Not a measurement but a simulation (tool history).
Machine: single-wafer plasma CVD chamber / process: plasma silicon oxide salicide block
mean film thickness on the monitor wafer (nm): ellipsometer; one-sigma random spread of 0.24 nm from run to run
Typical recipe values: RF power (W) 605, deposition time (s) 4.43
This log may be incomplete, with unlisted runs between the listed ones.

run,day,RF power (W),deposition time (s),"read-back reference wafer on the same gauge, thickness_nm",mean film thickness on the monitor wafer (nm)
1,0,695,4.98,54.966,56.856
2,4.658,605,4.04,54.976,43.036
3,7.554,605,4.04,55.022,42.966
4,10.221,605,4.43,54.965,46.704
5,12.979,515,4.43,55.02,42.994
6,15.021,570,4.43,55.013,45.175
# day 16.871: RF generator calibrated
7,16.892,570,4.43,54.94,47.209
8,19.288,570,4.43,54.988,47.293
9,22.225,605,4.43,54.997,48.579
# day 22.85: showerhead replaced
10,25.146,650,4.65,55.008,52.934
11,26.208,570,4.01,55.009,43.07
12,28.538,520,3.59,55.012,36.549
# day 32.879: gauge calibrated
13,33.617,605,3.9,54.963,42.68
14,36.412,670,5.3,55.015,60.513
15,38.233,530,4.13,55.054,42.661
16,40.046,700,4,54.968,46.501
17,41.333,605,4.43,55.016,48.485
18,44.25,650,4.79,55.03,54.163
19,46.779,605,4.43,55.06,47.793
20,48.254,540,5.08,54.994,52.359
21,51.062,640,4.95,54.98,54.977

What if the next run were any one of these 3? Each begins from the tool's condition after run 21:
A,51.079,690,4.43,?,?
B,51.079,670,5.24,?,?
C,51.079,565,3.87,?,?

run,"read-back reference wafer on the same gauge, thickness_nm",mean film thickness on the monitor wafer (nm)
A,54.983,50.744
B,54.983,59.238
C,54.983,40.368
Without the tool's hidden state the same runs would have given:
run,mean film thickness on the monitor wafer (nm)
A,51.724
B,60.382
C,41.148
